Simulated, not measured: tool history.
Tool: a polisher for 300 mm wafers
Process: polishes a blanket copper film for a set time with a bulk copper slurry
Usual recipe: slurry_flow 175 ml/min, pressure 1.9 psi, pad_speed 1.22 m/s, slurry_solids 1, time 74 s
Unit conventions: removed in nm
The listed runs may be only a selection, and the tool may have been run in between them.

| run | hour | slurry_flow | pressure | pad_speed | slurry_solids | time | wafers since the last listed run | wafers polished on this pad | hours since the slurry nozzle was cleaned | hours since the head pressure was calibrated | hours since the slurry blender was calibrated | incoming thickness of the incoming film, nm | removed |
|---|---|---|---|---|---|---|---|---|---|---|---|---|---|
| 1 | 0 | 175 | 1.9 | 1.22 | 1 | 74 | 0 | 1988 | 726.9 | 290 | 89.9 | 3394 | 486.6 |
|  | 25.5 | worn pad replaced by a new one |
| 2 | 93.5 | 175 | 1.9 | 1.22 | 1 | 74 | 777 | 591 | 820.4 | 383.5 | 183.4 | 3401.8 | 484.2 |
| 3 | 165.5 | 175 | 1.9 | 1.22 | 1 | 74 | 625 | 1216 | 892.4 | 455.5 | 255.4 | 3443.5 | 487.5 |
|  | 206.6 | slurry nozzle cleaned |
|  | 241.6 | slurry blender recalibrated |
| 4 | 255.2 | 175 | 1.9 | 1.1 | 1 | 57 | 753 | 1969 | 48.6 | 545.2 | 13.6 | 3414.5 | 359.4 |
|  | 305 | worn pad replaced by a new one |
| 5 | 346.5 | 175 | 1.9 | 1.22 | 1 | 66 | 758 | 360 | 139.9 | 636.5 | 104.9 | 3391.3 | 443.1 |
| 6 | 402.2 | 175 | 1.9 | 1.22 | 1 | 66 | 483 | 844 | 195.6 | 692.2 | 160.6 | 3438.1 | 449 |
|  | 502.6 | slurry blender recalibrated |
| 7 | 503.1 | 175 | 1.9 | 1.22 | 1 | 66 | 859 | 1703 | 296.5 | 793.1 | 0.5 | 3432.1 | 440 |
| 8 | 537.5 | 175 | 1.9 | 1.22 | 1 | 74 | 298 | 2002 | 330.9 | 827.5 | 34.9 | 3378.4 | 492.3 |
|  | 572.7 | worn pad replaced by a new one |
| 9 | 618 | 175 | 1.9 | 1.22 | 1 | 74 | 664 | 393 | 411.4 | 908 | 115.4 | 3428.1 | 470.6 |
| 10 | 709.4 | 175 | 1.9 | 1.22 | 1 | 74 | 793 | 1187 | 502.8 | 999.4 | 206.8 | 3382.4 | 473.6 |
| 11 | 760 | 175 | 1.9 | 1.22 | 1 | 74 | 439 | 1627 | 553.4 | 1050 | 257.4 | 3471.6 | 466.9 |
|  | 770.4 | slurry blender recalibrated |
|  | 784.6 | head pressure recalibrated |
| 12 | 829.3 | 215 | 1.6 | 1.22 | 1 | 92 | 567 | 2194 | 622.7 | 44.7 | 58.9 | 3467 | 517.4 |
|  | 842.8 | worn pad replaced by a new one, of another model than before |
| 13 | 890 | 175 | 1.9 | 1.02 | 1 | 74 | 492 | 409 | 683.4 | 105.4 | 119.6 | 3480.3 | 429.4 |
| 14 | 955.6 | 175 | 1.9 | 1.22 | 1 | 74 | 569 | 979 | 749 | 171 | 185.2 | 3467.6 | 492.7 |
|  | 996.7 | slurry nozzle cleaned |
| 15 | 1015.4 | 225 | 1.6 | 1.36 | 1 | 64 | 510 | 1490 | 18.7 | 230.8 | 245 | 3417.6 | 449.9 |
|  | 1021.3 | slurry blender recalibrated |
| 16 | 1111.3 | 175 | 1.6 | 1.22 | 1.2 | 74 | 815 | 2305 | 114.6 | 326.7 | 90 | 3441.7 | 456.7 |
|  | 1174.6 | worn pad replaced by a new one |
| 17 | 1213.3 | 175 | 1.9 | 1.22 | 1 | 91 | 851 | 336 | 216.6 | 428.7 | 192 | 3423.6 | 619 |
|  | 1302.3 | slurry blender recalibrated |
| 18 | 1316.8 | 175 | 2.3 | 1.34 | 1 | 74 | 881 | 1218 | 320.1 | 532.2 | 14.5 | 3414.4 | 641.2 |
| 19 | 1355.5 | 175 | 1.9 | 1.52 | 1 | 53 | 336 | 1554 | 358.8 | 570.9 | 53.2 | 3495.7 | 434.7 |
| 20 | 1398.4 | 175 | 1.9 | 1.22 | 1 | 74 | 372 | 1926 | 401.7 | 613.8 | 96.1 | 3420.5 | 494.1 |
|  | 1440.3 | worn pad replaced by a new one |
| 21 | 1474.7 | 175 | 1.9 | 1.22 | 1 | 74 | 628 | 298 | 478 | 690.1 | 172.4 | 3381.8 | 501.5 |

Predict each of these 4 candidate next runs independently; none follows another, all start after run 21:
| A | 1475.1 | 175 | 1.9 | 1.22 | 1 | 99 | 3 | 302 | 478.4 | 690.5 | 172.8 | 3388.7 | ? |
| B | 1475.1 | 175 | 1.9 | 1.22 | 1 | 96 | 3 | 302 | 478.4 | 690.5 | 172.8 | 3388.7 | ? |
| C | 1475.1 | 230 | 1.9 | 1.38 | 1 | 74 | 3 | 302 | 478.4 | 690.5 | 172.8 | 3388.7 | ? |
| D | 1475.1 | 125 | 1.4 | 1.22 | 1.2 | 66 | 3 | 302 | 478.4 | 690.5 | 172.8 | 3388.7 | ? |

| run | removed |
|---|---|
| A | 684.9 |
| B | 664.2 |
| C | 582.7 |
| D | 354 |
With the hidden condition removed and each run's random variation left untouched, the same runs would have given:
| run | removed |
|---|---|
| A | 708.3 |
| B | 686.9 |
| C | 599.1 |
| D | 368.9 |
